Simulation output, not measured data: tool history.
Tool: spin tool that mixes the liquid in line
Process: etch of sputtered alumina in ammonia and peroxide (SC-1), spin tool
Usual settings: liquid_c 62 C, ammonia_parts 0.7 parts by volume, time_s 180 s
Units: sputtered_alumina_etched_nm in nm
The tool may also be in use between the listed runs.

run	day	liquid_c	ammonia_parts	time_s	read-back film thickness of the sputtered alumina reference wafer, read on the same gauge (nm)	sputtered_alumina_etched_nm
1	0	62	0.7	180	50	13.13
2	0.417	62	0.7	180	49.99	13.09
3	0.812	67	0.7	180	49.98	16.64
4	1.208	67	0.7	180	49.99	16.9
5	1.629	67	0.7	180	50	16.65
# day 2.108: gauge calibrated
6	2.179	64	0.7	180	49.98	14.24
7	2.438	64	0.7	180	50	14.14
8	3.167	57.5	1.05	180	50.01	10.48
# day 3.288: ammonia flow meter replaced
9	3.6	62	0.7	180	49.99	12.7
# day 3.65: thermometer replaced
# day 3.85: heated supply line repaired
# day 4.025: new drum of ammonia solution connected
10	4.288	62	0.7	245	50	21.99
11	4.871	70	0.9	225	49.97	30.9
12	5.233	58.5	0.7	225	50	16.74
13	5.717	62	0.7	180	50	16.06
14	6.317	54	0.7	180	49.99	10.47

3 ways to go on from here, each from the tool as it stands after run 14. What would each give?
A	6.338	62	0.7	235	?	?
B	6.338	67	0.7	245	?	?
C	6.338	64.5	1	180	?	?

run	read-back film thickness of the sputtered alumina reference wafer, read on the same gauge (nm)	sputtered_alumina_etched_nm
A	50.02	20.85
B	50.02	27.91
C	50.02	18.74
Without the tool's hidden state the same runs would have given:
run	sputtered_alumina_etched_nm
A	21.41
B	28.63
C	19.23
